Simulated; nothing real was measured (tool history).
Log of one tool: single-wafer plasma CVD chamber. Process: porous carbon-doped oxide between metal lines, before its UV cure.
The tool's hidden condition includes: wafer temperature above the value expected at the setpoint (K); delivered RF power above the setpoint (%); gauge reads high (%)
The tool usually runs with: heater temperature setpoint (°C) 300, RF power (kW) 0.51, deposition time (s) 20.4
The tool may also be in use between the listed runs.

| run | hour | heater temperature setpoint (°C) | RF power (kW) | deposition time (s) | wafers since the last listed run | hours since the last thermocouple change | hours since the last RF generator calibration | hours since the showerhead was replaced | hours since the gauge calibration | read-back reference wafer on the same gauge, thickness_nm | mean film thickness on the monitor wafer (angstrom) |
|---|---|---|---|---|---|---|---|---|---|---|---|
| 1 | 0 | 300 | 0.51 | 20.4 | 0 | 2375.3 | 612.7 | 3112.9 | 239.3 | 122.305 | 1124.43 |
| 2 | 61.5 | 300 | 0.51 | 20.4 | 756 | 2436.8 | 674.2 | 3174.4 | 300.8 | 122.492 | 1118.39 |
| 3 | 103.5 | 300 | 0.51 | 20.4 | 516 | 2478.8 | 716.2 | 3216.4 | 342.8 | 122.511 | 1125.17 |
| 4 | 153 | 300 | 0.51 | 20.4 | 608 | 2528.3 | 765.7 | 3265.9 | 392.3 | 122.66 | 1121.39 |
| 5 | 224.8 | 300 | 0.475 | 20.4 | 883 | 2600.1 | 837.5 | 3337.7 | 464.1 | 122.779 | 1049.88 |
| 6 | 288.8 | 300 | 0.435 | 20.4 | 787 | 2664.1 | 901.5 | 3401.7 | 528.1 | 122.906 | 937.73 |
| 7 | 360.2 | 300 | 0.435 | 20.4 | 878 | 2735.5 | 972.9 | 3473.1 | 599.5 | 123.136 | 945.93 |
| 8 | 395.5 | 300 | 0.51 | 18.6 | 434 | 2770.8 | 1008.2 | 3508.4 | 634.8 | 123.225 | 1026.55 |
| 9 | 459.9 | 306 | 0.54 | 20.4 | 792 | 2835.2 | 1072.6 | 3572.8 | 699.2 | 123.345 | 1160.08 |
| 10 | 500 | 306 | 0.54 | 20.4 | 493 | 2875.3 | 1112.7 | 3612.9 | 739.3 | 123.421 | 1158.76 |
| 11 | 525.7 | 306 | 0.54 | 20.4 | 316 | 2901 | 1138.4 | 3638.6 | 765 | 123.609 | 1159.8 |
| 12 | 591 | 300 | 0.51 | 20.4 | 803 | 2966.3 | 1203.7 | 3703.9 | 830.3 | 123.605 | 1133.6 |
| 13 | 626.9 | 300 | 0.51 | 20.4 | 441 | 3002.2 | 1239.6 | 3739.8 | 866.2 | 123.814 | 1134.59 |
| 14 | 659.1 | 300 | 0.51 | 20.4 | 396 | 3034.4 | 1271.8 | 3772 | 898.4 | 123.871 | 1135.43 |
|  | 684 | RF generator calibrated |
| 15 | 700.2 | 300 | 0.51 | 20.4 | 407 | 3075.5 | 16.2 | 3813.1 | 939.5 | 123.904 | 1132.01 |
| 16 | 729.3 | 300 | 0.51 | 18.9 | 357 | 3104.6 | 45.3 | 3842.2 | 968.6 | 123.912 | 1052.63 |
| 17 | 767.6 | 300 | 0.51 | 18.9 | 471 | 3142.9 | 83.6 | 3880.5 | 1006.9 | 124.029 | 1054.63 |
| 18 | 815.6 | 310 | 0.585 | 17.8 | 590 | 3190.9 | 131.6 | 3928.5 | 1054.9 | 124.165 | 1076.62 |

What will run 19 give?
| 19 | 881.8 | 287 | 0.42 | 24.4 | 814 | 3257.1 | 197.8 | 3994.7 | 1121.1 | ? | ? |

read-back reference wafer on the same gauge, thickness_nm: 124.307
mean film thickness on the monitor wafer (angstrom): 1158.58
Had the tool carried no hidden state, the very same run would have given mean film thickness on the monitor wafer (angstrom) 1136.84.

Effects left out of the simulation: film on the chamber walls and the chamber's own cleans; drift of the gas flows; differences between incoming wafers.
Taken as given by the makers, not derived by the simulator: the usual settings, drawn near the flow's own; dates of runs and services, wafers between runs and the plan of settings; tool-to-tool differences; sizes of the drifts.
